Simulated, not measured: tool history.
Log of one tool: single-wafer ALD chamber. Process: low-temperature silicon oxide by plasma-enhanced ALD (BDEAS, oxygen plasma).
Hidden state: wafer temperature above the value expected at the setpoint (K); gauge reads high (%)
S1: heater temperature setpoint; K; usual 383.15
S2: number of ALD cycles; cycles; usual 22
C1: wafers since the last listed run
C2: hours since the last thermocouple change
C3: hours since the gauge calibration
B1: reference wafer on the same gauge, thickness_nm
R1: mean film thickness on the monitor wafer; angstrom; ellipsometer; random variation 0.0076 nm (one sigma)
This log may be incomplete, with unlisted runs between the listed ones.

run,hour,S1,S2,C1,C2,C3,B1,R1
1,0,389.15,22,0,602.2,127.7,3.177,30.14
2,27.9,383.15,22,243,630.1,155.6,3.183,30.53
3,78.9,383.15,23,445,681.1,206.6,3.181,31.87
4,100.9,383.15,22,192,703.1,228.6,3.179,30.39
5,115.4,383.15,22,126,717.6,243.1,3.18,30.5
6,136.4,383.15,22,183,738.6,264.1,3.182,30.49
7,169.3,383.15,22,287,771.5,297,3.18,30.38
8,190.7,383.15,22,186,792.9,318.4,3.179,30.45
9,218.2,383.15,22,240,820.4,345.9,3.181,30.51
10,241.3,383.15,22,201,843.5,369,3.18,30.53
11,265,383.15,22,206,867.2,392.7,3.176,30.6
12,285.9,383.15,19,182,888.1,413.6,3.179,26.32
13,318,383.15,19,280,920.2,445.7,3.178,26.4
14,335.9,383.15,19,156,938.1,463.6,3.183,26.34
15,350,383.15,22,123,952.2,477.7,3.179,30.52
16,384.8,383.15,22,303,987,512.5,3.181,30.52
17,409.4,383.15,22,214,1011.6,537.1,3.179,30.56
18,437.3,394.15,22,243,1039.5,565,3.177,30
19,464.9,383.15,20,240,1067.1,592.6,3.186,27.83
20,481.3,394.15,26,143,1083.5,609,3.181,35.48
21,509.6,394.15,25,247,1111.8,637.3,3.18,33.8
22,531.9,383.15,20,194,1134.1,659.6,3.182,27.82
23,552.3,371.15,18,178,1154.5,680,3.18,25.98
24,565,392.15,18,110,1167.2,692.7,3.181,24.6
25,581.7,383.15,22,145,1183.9,709.4,3.183,30.65
26,670.3,383.15,22,773,1272.5,798,3.18,30.55
# hour 694: gauge calibrated
27,705.6,392.15,19,308,1307.8,11.6,3.181,26
28,721.7,375.15,18,140,1323.9,27.7,3.18,25.73
# hour 742.8: thermocouple changed; heater temperature recalibrated
29,743.3,395.15,20,118,0.5,49.3,3.179,27.06
30,768,379.15,22,215,25.2,74,3.177,30.67
31,781.6,383.15,22,118,38.8,87.6,3.186,30.29
32,805.4,398.15,20,207,62.6,111.4,3.182,26.81
33,823.8,375.15,19,160,81,129.8,3.177,26.67
34,846,391.15,24,193,103.2,152,3.181,32.51
35,858.3,394.15,18,107,115.5,164.3,3.181,24.28
36,887,383.15,21,250,144.2,193,3.183,28.97
37,917.8,392.15,26,268,175,223.8,3.178,35.21
38,945.1,387.15,22,238,202.3,251.1,3.181,30.09

Hidden condition of the tool, last listed run before each entry between runs versus first listed run after:
Logged between run 26 and run 27: gauge calibrated (hour 694)
  wafer temperature above the value expected at the setpoint (K): -4.23 -> -4.51
  measured minus no-state result, R1: +0.26 -> +0.24 angstrom
Logged between run 28 and run 29: thermocouple changed; heater temperature recalibrated (hour 742.8)
  wafer temperature above the value expected at the setpoint (K): -4.64 -> 0.785
  measured minus no-state result, R1: +0.42 -> -0.04 angstrom
